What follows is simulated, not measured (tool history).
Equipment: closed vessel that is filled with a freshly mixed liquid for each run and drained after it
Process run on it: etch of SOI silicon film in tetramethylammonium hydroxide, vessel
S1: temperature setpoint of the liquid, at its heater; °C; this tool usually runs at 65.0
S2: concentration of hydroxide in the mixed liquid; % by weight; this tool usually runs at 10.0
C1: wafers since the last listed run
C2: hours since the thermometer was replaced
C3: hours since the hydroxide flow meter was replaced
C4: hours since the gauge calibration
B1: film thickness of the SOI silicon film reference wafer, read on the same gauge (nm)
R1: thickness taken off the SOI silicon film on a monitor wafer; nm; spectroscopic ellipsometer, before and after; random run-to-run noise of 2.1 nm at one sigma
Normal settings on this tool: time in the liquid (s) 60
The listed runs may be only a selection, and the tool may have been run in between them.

{"run": 1, "hour": 0.0, "S1": 65.0, "S2": 8.0, "time in the liquid (s)": 60, "C1": 0, "C2": 1122.5, "C3": 1186.5, "C4": 364.0, "B1": 90.0, "R1": 348.4}
{"run": 2, "hour": 21.7, "S1": 65.0, "S2": 8.0, "time in the liquid (s)": 60, "C1": 2636, "C2": 1144.2, "C3": 1208.2, "C4": 385.7, "B1": 90.0, "R1": 345.74}
{"run": 3, "hour": 43.8, "S1": 65.0, "S2": 10.0, "time in the liquid (s)": 60, "C1": 2684, "C2": 1166.3, "C3": 1230.3, "C4": 407.8, "B1": 90.02, "R1": 322.65}
{"run": 4, "hour": 56.7, "S1": 65.0, "S2": 10.0, "time in the liquid (s)": 60, "C1": 1567, "C2": 1179.2, "C3": 1243.2, "C4": 420.7, "B1": 90.01, "R1": 324.74}
{"run": 5, "hour": 77.7, "S1": 65.0, "S2": 10.0, "time in the liquid (s)": 60, "C1": 2550, "C2": 1200.2, "C3": 1264.2, "C4": 441.7, "B1": 89.99, "R1": 322.99}
{"run": 6, "hour": 103.6, "S1": 65.0, "S2": 10.0, "time in the liquid (s)": 60, "C1": 3146, "C2": 1226.1, "C3": 1290.1, "C4": 467.6, "B1": 90.01, "R1": 323.1}
{"run": 7, "hour": 117.0, "S1": 65.0, "S2": 10.0, "time in the liquid (s)": 60, "C1": 1627, "C2": 1239.5, "C3": 1303.5, "C4": 481.0, "B1": 90.0, "R1": 322.34}
{"run": 8, "hour": 134.6, "S1": 65.0, "S2": 11.0, "time in the liquid (s)": 85, "C1": 2137, "C2": 1257.1, "C3": 1321.1, "C4": 498.6, "B1": 90.0, "R1": 437.93}
{"run": 9, "hour": 169.7, "S1": 65.0, "S2": 10.0, "time in the liquid (s)": 60, "C1": 4263, "C2": 1292.2, "C3": 1356.2, "C4": 533.7, "B1": 90.0, "R1": 321.93}
{"run": 10, "hour": 194.8, "S1": 65.0, "S2": 10.0, "time in the liquid (s)": 60, "C1": 3049, "C2": 1317.3, "C3": 1381.3, "C4": 558.8, "B1": 90.0, "R1": 323.51}
{"run": 11, "hour": 229.9, "S1": 65.0, "S2": 10.0, "time in the liquid (s)": 60, "C1": 4263, "C2": 1352.4, "C3": 1416.4, "C4": 593.9, "B1": 90.01, "R1": 321.71}
{"run": 12, "hour": 265.6, "S1": 67.5, "S2": 10.0, "time in the liquid (s)": 60, "C1": 4336, "C2": 1388.1, "C3": 1452.1, "C4": 629.6, "B1": 90.01, "R1": 371.26}
{"run": 13, "hour": 295.0, "S1": 58.0, "S2": 7.5, "time in the liquid (s)": 80, "C1": 3571, "C2": 1417.5, "C3": 1481.5, "C4": 659.0, "B1": 90.01, "R1": 310.38}
{"hour": 313.7, "done": "hydroxide flow meter replaced"}
{"run": 14, "hour": 320.9, "S1": 65.0, "S2": 10.0, "time in the liquid (s)": 30, "C1": 3024, "C2": 1443.4, "C3": 7.2, "C4": 684.9, "B1": 89.98, "R1": 166.14}
{"hour": 385.0, "done": "thermometer replaced"}
{"run": 15, "hour": 399.8, "S1": 58.5, "S2": 12.0, "time in the liquid (s)": 35, "C1": 9462, "C2": 14.8, "C3": 86.1, "C4": 763.8, "B1": 90.02, "R1": 122.29}
{"run": 16, "hour": 414.9, "S1": 65.0, "S2": 10.0, "time in the liquid (s)": 60, "C1": 1834, "C2": 29.9, "C3": 101.2, "C4": 778.9, "B1": 89.99, "R1": 337.71}
{"run": 17, "hour": 518.8, "S1": 65.0, "S2": 10.0, "time in the liquid (s)": 30, "C1": 12621, "C2": 133.8, "C3": 205.1, "C4": 882.8, "B1": 90.0, "R1": 167.53}
{"run": 18, "hour": 540.6, "S1": 59.0, "S2": 9.0, "time in the liquid (s)": 60, "C1": 2648, "C2": 155.6, "C3": 226.9, "C4": 904.6, "B1": 90.0, "R1": 239.39}
{"run": 19, "hour": 572.7, "S1": 65.0, "S2": 10.0, "time in the liquid (s)": 60, "C1": 3899, "C2": 187.7, "C3": 259.0, "C4": 936.7, "B1": 90.0, "R1": 333.05}
{"run": 20, "hour": 594.7, "S1": 65.0, "S2": 12.5, "time in the liquid (s)": 60, "C1": 2672, "C2": 209.7, "C3": 281.0, "C4": 958.7, "B1": 90.01, "R1": 302.78}
{"run": 21, "hour": 625.4, "S1": 60.5, "S2": 10.0, "time in the liquid (s)": 45, "C1": 3729, "C2": 240.4, "C3": 311.7, "C4": 989.4, "B1": 90.0, "R1": 189.39}
{"run": 22, "hour": 659.9, "S1": 57.0, "S2": 8.0, "time in the liquid (s)": 60, "C1": 4190, "C2": 274.9, "C3": 346.2, "C4": 1023.9, "B1": 89.99, "R1": 217.77}
{"run": 23, "hour": 693.7, "S1": 58.5, "S2": 10.0, "time in the liquid (s)": 75, "C1": 4105, "C2": 308.7, "C3": 380.0, "C4": 1057.7, "B1": 89.99, "R1": 276.76}
{"run": 24, "hour": 723.7, "S1": 65.0, "S2": 12.5, "time in the liquid (s)": 30, "C1": 3644, "C2": 338.7, "C3": 410.0, "C4": 1087.7, "B1": 89.98, "R1": 149.98}
{"hour": 733.3, "done": "gauge calibrated"}
{"run": 25, "hour": 753.9, "S1": 65.0, "S2": 9.0, "time in the liquid (s)": 60, "C1": 3668, "C2": 368.9, "C3": 440.2, "C4": 20.6, "B1": 90.0, "R1": 343.9}
{"run": 26, "hour": 784.9, "S1": 65.0, "S2": 10.0, "time in the liquid (s)": 60, "C1": 3765, "C2": 399.9, "C3": 471.2, "C4": 51.6, "B1": 89.98, "R1": 330.58}
{"run": 27, "hour": 801.4, "S1": 65.0, "S2": 10.0, "time in the liquid (s)": 60, "C1": 2004, "C2": 416.4, "C3": 487.7, "C4": 68.1, "B1": 90.0, "R1": 329.28}
{"run": 28, "hour": 831.4, "S1": 65.0, "S2": 10.0, "time in the liquid (s)": 60, "C1": 3644, "C2": 446.4, "C3": 517.7, "C4": 98.1, "B1": 90.03, "R1": 328.57}
{"run": 29, "hour": 881.5, "S1": 61.5, "S2": 11.5, "time in the liquid (s)": 85, "C1": 6085, "C2": 496.5, "C3": 567.8, "C4": 148.2, "B1": 90.0, "R1": 356.15}
{"run": 30, "hour": 911.5, "S1": 58.5, "S2": 7.5, "time in the liquid (s)": 85, "C1": 3644, "C2": 526.5, "C3": 597.8, "C4": 178.2, "B1": 90.01, "R1": 347.6}
{"run": 31, "hour": 944.4, "S1": 65.0, "S2": 10.0, "time in the liquid (s)": 60, "C1": 3996, "C2": 559.4, "C3": 630.7, "C4": 211.1, "B1": 90.0, "R1": 330.95}
{"run": 32, "hour": 963.4, "S1": 65.0, "S2": 10.0, "time in the liquid (s)": 60, "C1": 2308, "C2": 578.4, "C3": 649.7, "C4": 230.1, "B1": 89.99, "R1": 330.08}
{"run": 33, "hour": 995.3, "S1": 65.0, "S2": 11.5, "time in the liquid (s)": 60, "C1": 3875, "C2": 610.3, "C3": 681.6, "C4": 262.0, "B1": 89.99, "R1": 312.74}
{"run": 34, "hour": 1019.8, "S1": 69.0, "S2": 10.0, "time in the liquid (s)": 85, "C1": 2976, "C2": 634.8, "C3": 706.1, "C4": 286.5, "B1": 90.0, "R1": 589.3}

4 options for the next run, each taken on its own from the tool as it stands now. Forecast them:
{"run": "A", "hour": 1020.5, "S1": 65.0, "S2": 10.0, "time in the liquid (s)": 75, "C1": 85, "C2": 635.5, "C3": 706.8, "C4": 287.2, "B1": "?", "R1": "?"}
{"run": "B", "hour": 1020.5, "S1": 67.0, "S2": 13.0, "time in the liquid (s)": 35, "C1": 85, "C2": 635.5, "C3": 706.8, "C4": 287.2, "B1": "?", "R1": "?"}
{"run": "C", "hour": 1020.5, "S1": 65.0, "S2": 8.5, "time in the liquid (s)": 60, "C1": 85, "C2": 635.5, "C3": 706.8, "C4": 287.2, "B1": "?", "R1": "?"}
{"run": "D", "hour": 1020.5, "S1": 61.0, "S2": 12.5, "time in the liquid (s)": 30, "C1": 85, "C2": 635.5, "C3": 706.8, "C4": 287.2, "B1": "?", "R1": "?"}

run=A B1=90.02 R1=408.29
run=B B1=90.02 R1=192.64
run=C B1=90.02 R1=346.82
run=D B1=90.02 R1=116.84
Without the tool's unlogged condition, the same runs would have read:
run=A R1=416.96
run=B R1=198.57
run=C R1=354.65
run=D R1=120.23
